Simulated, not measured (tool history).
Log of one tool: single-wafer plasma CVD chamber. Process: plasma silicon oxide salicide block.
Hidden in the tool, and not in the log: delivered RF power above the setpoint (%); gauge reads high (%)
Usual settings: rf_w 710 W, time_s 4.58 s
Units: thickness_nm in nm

run	hour	rf_w	time_s	wafers since the last listed run	hours since the last RF generator calibration	hours since the showerhead was replaced	hours since the gauge calibration	read-back reference wafer on the same gauge, thickness_nm	thickness_nm
1	0	710	5.15	0	1880.8	4661.2	540.3	57.187	53.432
2	26.2	710	5.15	372	1907	4687.4	566.5	57.221	53.563
3	43.9	710	5.15	251	1924.7	4705.1	584.2	57.15	53.347
4	57.1	710	4.58	187	1937.9	4718.3	597.4	57.206	47.406
5	92.9	710	4.58	508	1973.7	4754.1	633.2	57.185	47.366
6	117.2	710	4.58	345	1998	4778.4	657.5	57.204	47.428
7	192.7	710	4.58	1073	2073.5	4853.9	733	57.191	47.518
8	206.6	650	4.58	197	2087.4	4867.8	746.9	57.204	45.36
9	227.1	595	4.14	291	2107.9	4888.3	767.4	57.206	38.903
10	246.7	595	4.14	278	2127.5	4907.9	787	57.194	39.055
11	270.1	595	4.14	332	2150.9	4931.3	810.4	57.201	38.98
# hour 303.9: RF generator calibrated
12	304.4	710	4.58	373	0.5	4965.6	844.7	57.184	49.244
# hour 337.6: showerhead replaced
13	371.4	710	4.58	838	67.5	33.8	911.7	57.209	49.263
14	403.1	710	4.58	450	99.2	65.5	943.4	57.213	49.19
15	436	710	4.58	467	132.1	98.4	976.3	57.234	48.806
16	458	635	4.58	312	154.1	120.4	998.3	57.186	46.364
17	478.5	750	5.09	291	174.6	140.9	1018.8	57.183	55.865
18	496.1	710	4.58	250	192.2	158.5	1036.4	57.213	48.946
19	516.7	710	4.58	292	212.8	179.1	1057	57.218	48.926
20	551.8	710	4.58	498	247.9	214.2	1092.1	57.187	48.903
21	569	665	3.79	244	265.1	231.4	1109.3	57.168	39.121
22	617.4	845	4.58	687	313.5	279.8	1157.7	57.193	52.934
23	641.4	755	4.04	341	337.5	303.8	1181.7	57.186	44.468
24	660.6	710	4.22	272	356.7	323	1200.9	57.232	44.921
# hour 684: gauge calibrated
25	684.6	575	4.2	341	380.7	347	0.6	57.199	39.994
26	699.4	840	4.15	210	395.5	361.8	15.4	57.241	47.812
27	732.7	580	5.33	473	428.8	395.1	48.7	57.174	51.028
28	744.9	710	4.58	173	441	407.3	60.9	57.197	48.851

Forecast run 29:
29	766.2	795	5.29	302	462.3	428.6	82.2	?	?

Run 29 gave read-back reference wafer on the same gauge, thickness_nm 57.202, thickness_nm 59.311 nm.
Without the tool's hidden state the same run would have given thickness_nm 60.097 nm.
